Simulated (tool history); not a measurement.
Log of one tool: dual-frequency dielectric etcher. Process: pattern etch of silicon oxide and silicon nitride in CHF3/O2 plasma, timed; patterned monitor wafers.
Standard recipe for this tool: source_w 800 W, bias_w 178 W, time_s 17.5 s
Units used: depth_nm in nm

| run | hour | source_w | bias_w | time_s | wafers since the last listed run | hours since the last wet clean | hours since the last source power generator calibration | hours since the last bias power generator calibration | hours since the last upper electrode change | hours since the gauge calibration | read-back reference wafer on the same gauge, depth_nm | depth_nm |
|---|---|---|---|---|---|---|---|---|---|---|---|---|
| 1 | 0 | 800 | 178 | 17.5 | 0 | 490.5 | 2869 | 2836.7 | 1242.5 | 520.8 | 26.39 | 32.2 |
| 2 | 69.9 | 800 | 178 | 17.5 | 1318 | 560.4 | 2938.9 | 2906.6 | 1312.4 | 590.7 | 26.4 | 32.21 |
|  | 106.8 | wet clean of the chamber |
| 3 | 148.2 | 800 | 178 | 17.5 | 1024 | 41.4 | 3017.2 | 2984.9 | 1390.7 | 669 | 26.38 | 32.23 |
| 4 | 218.4 | 800 | 178 | 17.5 | 1323 | 111.6 | 3087.4 | 3055.1 | 1460.9 | 739.2 | 26.42 | 32.21 |
| 5 | 293.4 | 800 | 178 | 17.5 | 1414 | 186.6 | 3162.4 | 3130.1 | 1535.9 | 814.2 | 26.4 | 32.3 |
| 6 | 398 | 800 | 178 | 17.5 | 1972 | 291.2 | 3267 | 3234.7 | 1640.5 | 918.8 | 26.41 | 32.33 |
| 7 | 496.7 | 800 | 178 | 17.5 | 1861 | 389.9 | 3365.7 | 3333.4 | 1739.2 | 1017.5 | 26.41 | 32.42 |
| 8 | 581.8 | 800 | 178 | 17.5 | 1604 | 475 | 3450.8 | 3418.5 | 1824.3 | 1102.6 | 26.39 | 32.44 |
| 9 | 637.2 | 800 | 178 | 17.5 | 1044 | 530.4 | 3506.2 | 3473.9 | 1879.7 | 1158 | 26.39 | 32.35 |
|  | 682.9 | upper electrode replaced |
| 10 | 705.8 | 800 | 178 | 17.5 | 841 | 599 | 3574.8 | 3542.5 | 22.9 | 1226.6 | 26.43 | 32.42 |
|  | 715.2 | bias power generator calibrated |
|  | 731.5 | wet clean of the chamber |
| 11 | 770.9 | 890 | 194 | 20 | 845 | 39.4 | 3639.9 | 55.7 | 88 | 1291.7 | 26.41 | 40.23 |
| 12 | 851.6 | 800 | 178 | 17.5 | 1521 | 120.1 | 3720.6 | 136.4 | 168.7 | 1372.4 | 26.41 | 32.3 |
|  | 893.6 | gauge calibrated |
| 13 | 934.6 | 690 | 178 | 17.5 | 1565 | 203.1 | 3803.6 | 219.4 | 251.7 | 41 | 26.42 | 30.03 |
| 14 | 1033.8 | 610 | 178 | 19.5 | 1870 | 302.3 | 3902.8 | 318.6 | 350.9 | 140.2 | 26.4 | 31.02 |
|  | 1086.2 | source power generator calibrated |
| 15 | 1141.7 | 860 | 178 | 15.5 | 1959 | 410.2 | 55.5 | 426.5 | 458.8 | 248.1 | 26.4 | 28.98 |
| 16 | 1186.9 | 640 | 210 | 15 | 852 | 455.4 | 100.7 | 471.7 | 504 | 293.3 | 26.4 | 25.26 |
| 17 | 1235.7 | 980 | 201 | 13 | 920 | 504.2 | 149.5 | 520.5 | 552.8 | 342.1 | 26.39 | 27.1 |
|  | 1320.8 | wet clean of the chamber |
| 18 | 1321.3 | 800 | 190 | 17.5 | 1161 | 0.5 | 235.1 | 606.1 | 638.4 | 427.7 | 26.38 | 32.11 |
| 19 | 1383.4 | 940 | 160 | 17.5 | 1171 | 62.6 | 297.2 | 668.2 | 700.5 | 489.8 | 26.42 | 33.02 |

Each row is a separate what-if for the run after 19, all from the same tool condition, not one after another. Results?
| A | 1383.8 | 800 | 149 | 17.5 | 7 | 63 | 297.6 | 668.6 | 700.9 | 490.2 | ? | ? |
| B | 1383.8 | 950 | 144 | 21 | 7 | 63 | 297.6 | 668.6 | 700.9 | 490.2 | ? | ? |
| C | 1383.8 | 700 | 155 | 17.5 | 7 | 63 | 297.6 | 668.6 | 700.9 | 490.2 | ? | ? |
| D | 1383.8 | 720 | 216 | 21.5 | 7 | 63 | 297.6 | 668.6 | 700.9 | 490.2 | ? | ? |
| E | 1383.8 | 710 | 163 | 13 | 7 | 63 | 297.6 | 668.6 | 700.9 | 490.2 | ? | ? |

| run | read-back reference wafer on the same gauge, depth_nm | depth_nm |
|---|---|---|
| A | 26.39 | 29.77 |
| B | 26.39 | 38.68 |
| C | 26.39 | 28.01 |
| D | 26.39 | 39.18 |
| E | 26.39 | 21.33 |
Without the tool's hidden state the same runs would have given:
| run | depth_nm |
|---|---|
| A | 29.89 |
| B | 38.85 |
| C | 28.13 |
| D | 39.33 |
| E | 21.42 |
